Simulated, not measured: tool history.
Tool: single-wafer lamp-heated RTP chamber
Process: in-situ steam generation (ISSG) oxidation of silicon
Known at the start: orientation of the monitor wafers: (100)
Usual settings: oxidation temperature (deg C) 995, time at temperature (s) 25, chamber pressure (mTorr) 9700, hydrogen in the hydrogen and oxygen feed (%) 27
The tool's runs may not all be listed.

run,hour,oxidation temperature (deg C),time at temperature (s),chamber pressure (mTorr),hydrogen in the hydrogen and oxygen feed (%),"read-back reference wafer on the same gauge, thickness",oxide thickness on the monitor wafer (nm)
1,0,995,25,9700,27,6.046,5.391
2,38.4,995,18,9700,27,6.049,4.68
# hour 65.2: pyrometer window cleaned and pyrometer calibrated
3,122.5,995,18,9700,27,6.074,4.689
4,227.8,995,17,9700,27,6.095,4.607
5,282.2,1004,25,9700,27,6.114,5.755
6,363.7,1004,25,9700,27,6.139,5.709
# hour 397.4: hydrogen flow controller replaced
# hour 460.9: gauge calibrated
7,461.6,1004,25,9700,27,6.028,5.655
# hour 472.6: pyrometer window cleaned and pyrometer calibrated
8,540.1,988,31,9700,27,6.018,5.862
9,615.2,1008,16,10200,20,6.025,4.306
# hour 643.1: pressure gauge zeroed
10,713.2,983,35,10200,24,6.045,5.847
11,749.8,995,19,10200,27,6.056,4.748
# hour 776: pyrometer window cleaned and pyrometer calibrated
12,849.6,986,29,10200,27,6.058,5.596
13,896.9,995,25,9700,27,6.075,5.489
14,953.4,995,19,9700,24,6.08,4.687
15,1012.1,1004,28,9100,31,6.11,6.312
16,1108.3,977,25,9700,32,6.139,5.334

Forecast each of these 5 alternatives for the next run:
A,1108.7,995,25,9700,22,?,?
B,1108.7,1006,25,8700,27,?,?
C,1108.7,980,31,10200,18,?,?
D,1108.7,995,25,8400,32,?,?
E,1108.7,995,30,8700,22,?,?

run,"read-back reference wafer on the same gauge, thickness",oxide thickness on the monitor wafer (nm)
A,6.136,5.3
B,6.136,5.906
C,6.136,5.261
D,6.136,5.891
E,6.136,5.868
Without the tool's hidden state the same runs would have given:
run,oxide thickness on the monitor wafer (nm)
A,5.184
B,5.777
C,5.146
D,5.762
E,5.739
